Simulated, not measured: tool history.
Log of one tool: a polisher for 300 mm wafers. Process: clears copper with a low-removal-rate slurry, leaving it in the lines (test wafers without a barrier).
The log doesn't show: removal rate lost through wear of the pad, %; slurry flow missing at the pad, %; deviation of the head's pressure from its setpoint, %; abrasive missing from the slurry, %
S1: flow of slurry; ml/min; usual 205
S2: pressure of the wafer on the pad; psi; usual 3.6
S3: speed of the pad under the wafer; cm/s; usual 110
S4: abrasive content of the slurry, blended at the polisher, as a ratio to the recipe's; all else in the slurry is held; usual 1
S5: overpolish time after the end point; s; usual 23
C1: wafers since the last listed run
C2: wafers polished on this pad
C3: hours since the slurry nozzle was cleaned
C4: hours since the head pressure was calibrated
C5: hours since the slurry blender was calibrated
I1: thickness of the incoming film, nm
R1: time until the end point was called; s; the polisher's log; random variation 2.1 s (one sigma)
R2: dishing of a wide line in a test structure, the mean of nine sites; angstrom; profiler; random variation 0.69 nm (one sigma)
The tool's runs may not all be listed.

| run | hour | S1 | S2 | S3 | S4 | S5 | C1 | C2 | C3 | C4 | C5 | I1 | R1 | R2 |
|---|---|---|---|---|---|---|---|---|---|---|---|---|---|---|
| 1 | 0 | 205 | 3.6 | 100 | 0.75 | 23 | 0 | 797 | 307.8 | 256.2 | 178.9 | 396 | 145.4 | 430 |
| 2 | 9.6 | 205 | 3.6 | 110 | 1 | 23 | 65 | 862 | 317.4 | 265.8 | 188.5 | 390.7 | 123.6 | 476 |
| 3 | 22.4 | 205 | 3.6 | 110 | 1 | 23 | 86 | 949 | 330.2 | 278.6 | 201.3 | 399.2 | 119.8 | 473 |
| 4 | 38.3 | 205 | 3.6 | 110 | 1 | 23 | 107 | 1057 | 346.1 | 294.5 | 217.2 | 396.6 | 125.8 | 484 |
|  | 55.5 | head pressure recalibrated |
| 5 | 56 | 205 | 3.6 | 96 | 0.95 | 23 | 106 | 1163 | 363.8 | 0.5 | 234.9 | 406.4 | 145.4 | 425 |
|  | 66.6 | worn pad replaced by a new one |
| 6 | 70.7 | 205 | 2.8 | 110 | 1 | 30 | 72 | 28 | 378.5 | 15.2 | 249.6 | 392.9 | 154.5 | 491 |
| 7 | 79.7 | 205 | 2.8 | 110 | 1 | 30 | 61 | 89 | 387.5 | 24.2 | 258.6 | 404.9 | 156.3 | 461 |
| 8 | 90.3 | 205 | 2.8 | 110 | 1 | 30 | 71 | 161 | 398.1 | 34.8 | 269.2 | 396.4 | 166 | 481 |
|  | 106.3 | slurry nozzle cleaned |
| 9 | 120.1 | 205 | 3.6 | 110 | 1.25 | 15 | 195 | 356 | 13.8 | 64.6 | 299 | 397.2 | 114.7 | 373 |
| 10 | 136.1 | 160 | 4.5 | 110 | 1 | 23 | 108 | 465 | 29.8 | 80.6 | 315 | 402.6 | 98.3 | 561 |
| 11 | 144.9 | 245 | 3.6 | 110 | 1.2 | 23 | 59 | 525 | 38.6 | 89.4 | 323.8 | 401.6 | 118.8 | 523 |
| 12 | 154.8 | 205 | 3.6 | 110 | 1.1 | 23 | 67 | 592 | 48.5 | 99.3 | 333.7 | 397.5 | 119.3 | 497 |
| 13 | 161 | 240 | 4.5 | 146 | 0.7 | 23 | 42 | 634 | 54.7 | 105.5 | 339.9 | 399.4 | 77.6 | 670 |
| 14 | 174.8 | 205 | 3.6 | 110 | 1 | 23 | 93 | 728 | 68.5 | 119.3 | 353.7 | 397.6 | 122 | 498 |
| 15 | 189.8 | 205 | 4.6 | 80 | 1 | 23 | 101 | 830 | 83.5 | 134.3 | 368.7 | 398.9 | 133.7 | 468 |
|  | 203.1 | slurry blender recalibrated |
| 16 | 203.5 | 205 | 3.6 | 130 | 1 | 23 | 79 | 909 | 97.2 | 148 | 0.4 | 397.5 | 102.4 | 551 |
| 17 | 213.7 | 260 | 3.6 | 72 | 0.75 | 18 | 69 | 978 | 107.4 | 158.2 | 10.6 | 393.3 | 183.4 | 289 |
| 18 | 224.1 | 145 | 4.2 | 110 | 1 | 28 | 70 | 1049 | 117.8 | 168.6 | 21 | 395.8 | 108.1 | 610 |
| 19 | 236.2 | 255 | 3.6 | 110 | 1 | 23 | 82 | 1131 | 129.9 | 180.7 | 33.1 | 393.1 | 117 | 503 |
|  | 246.1 | worn pad replaced by a new one |
| 20 | 247.1 | 140 | 2.9 | 92 | 1 | 10 | 46 | 6 | 140.8 | 191.6 | 44 | 397.4 | 184.5 | 166 |
| 21 | 259.1 | 270 | 3.1 | 74 | 1 | 37 | 81 | 88 | 152.8 | 203.6 | 56 | 403.6 | 194.4 | 475 |
| 22 | 272.5 | 135 | 2.4 | 130 | 1 | 23 | 91 | 179 | 166.2 | 217 | 69.4 | 406.6 | 159 | 397 |
| 23 | 299.8 | 205 | 3.6 | 136 | 1 | 23 | 185 | 364 | 193.5 | 244.3 | 96.7 | 393.3 | 95.2 | 577 |
| 24 | 310.4 | 205 | 4.2 | 110 | 1 | 23 | 71 | 436 | 204.1 | 254.9 | 107.3 | 398.2 | 105.8 | 558 |
| 25 | 318.4 | 205 | 3.6 | 110 | 0.85 | 23 | 54 | 491 | 212.1 | 262.9 | 115.3 | 400.3 | 120.7 | 478 |
| 26 | 330.5 | 205 | 3.6 | 110 | 1 | 23 | 82 | 573 | 224.2 | 275 | 127.4 | 393.7 | 118.2 | 493 |

Forecast run 27:
| 27 | 347.8 | 205 | 3.6 | 110 | 1 | 23 | 117 | 690 | 241.5 | 292.3 | 144.7 | 405.5 | ? | ? |

Run 27 gave R1 123.8 s, R2 490 angstrom.
Without the tool's hidden state the same run would have given R1 121.3 s, R2 497 angstrom.

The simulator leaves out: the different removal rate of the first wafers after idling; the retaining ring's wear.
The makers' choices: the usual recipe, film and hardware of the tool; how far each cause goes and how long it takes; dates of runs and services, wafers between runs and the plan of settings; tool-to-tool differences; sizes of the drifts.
